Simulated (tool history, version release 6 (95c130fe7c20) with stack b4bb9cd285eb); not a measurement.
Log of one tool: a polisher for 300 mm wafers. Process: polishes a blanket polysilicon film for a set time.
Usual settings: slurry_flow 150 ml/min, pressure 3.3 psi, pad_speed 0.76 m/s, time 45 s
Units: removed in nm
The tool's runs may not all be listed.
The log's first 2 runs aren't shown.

run   hour  slurry_flow  pressure  pad_speed  time  wafers since the last listed run  wafers polished on this pad  hours since the slurry nozzle was cleaned  hours since the head pressure was calibrated  incoming thickness of the incoming film, nm  removed
  3   21.9          185       3.3       0.76    35                               156                          324                                      569.5                                         845.7                                       1015.4    278.7
  4   29.5          185       3.3       0.76    35                               126                          451                                      577.1                                         853.3                                       1005.2    282.5
  5   46.1          150       3.3       0.76    45                               277                          728                                      593.7                                         869.9                                        996.0    339.2
  6   63.6          150       3.3       0.76    45                               292                         1020                                      611.2                                         887.4                                       1018.7    329.5
      72.3  -- worn pad replaced by a new one
  7   74.5          150       3.3       0.76    45                               115                           36                                      622.1                                         898.3                                       1020.5    358.1
  8   84.0          150       4.2       0.76    35                               158                          195                                      631.6                                         907.8                                       1025.4    327.8
  9   90.0          150       4.2       0.76    35                               100                          295                                      637.6                                         913.8                                       1015.4    323.5
 10   99.3          150       3.3       0.76    45                               155                          450                                      646.9                                         923.1                                       1009.7    344.5
 11  115.5          150       3.3       0.76    45                               270                          720                                      663.1                                         939.3                                       1000.0    332.9
 12  127.9          150       3.3       0.76    45                               206                          927                                      675.5                                         951.7                                       1019.3    332.1
 13  141.5          150       3.3       0.76    45                               226                         1154                                      689.1                                         965.3                                       1016.6    326.7
     149.9  -- worn pad replaced by a new one
 14  151.0          150       3.3       0.76    45                                91                           18                                      698.6                                         974.8                                       1015.3    349.1
 15  157.1          150       3.3       0.76    33                               101                          120                                      704.7                                         980.9                                        998.8    256.6
 16  167.3          150       3.3       0.76    33                               170                          290                                      714.9                                         991.1                                       1016.6    251.1
 17  182.2          150       2.4       0.76    38                               248                          538                                      729.8                                        1006.0                                       1007.3    229.2
 18  198.5          195       3.3       0.76    45                               272                          810                                      746.1                                        1022.3                                       1023.6    350.2
     216.6  -- worn pad replaced by a new one
 19  217.1          105       2.1       0.96    59                               243                            9                                      764.7                                        1040.9                                       1011.3    402.1
     232.9  -- slurry nozzle cleaned
 20  233.4          150       2.3       0.52    53                               255                          264                                        0.5                                        1057.2                                        998.2    220.2
 21  247.1          195       3.3       0.76    45                               228                          493                                       14.2                                        1070.9                                       1030.0    350.6
 22  253.4          150       3.3       0.58    45                               105                          598                                       20.5                                        1077.2                                       1004.8    261.5
     260.4  -- head pressure recalibrated
 23  266.9          150       3.3       0.76    45                               191                          790                                       34.0                                           6.5                                        993.5    333.5
 24  274.6          195       4.2       0.62    45                               128                          918                                       41.7                                          14.2                                        996.4    333.6

Run 25 comes next. What will it give?
 25  281.5          110       3.7       0.76    45                               115                         1033                                       48.6                                          21.1                                       1009.2        ?

Run 25 gave removed 339.3 nm.
Without the tool's hidden state the same run would have given removed 372.8 nm.
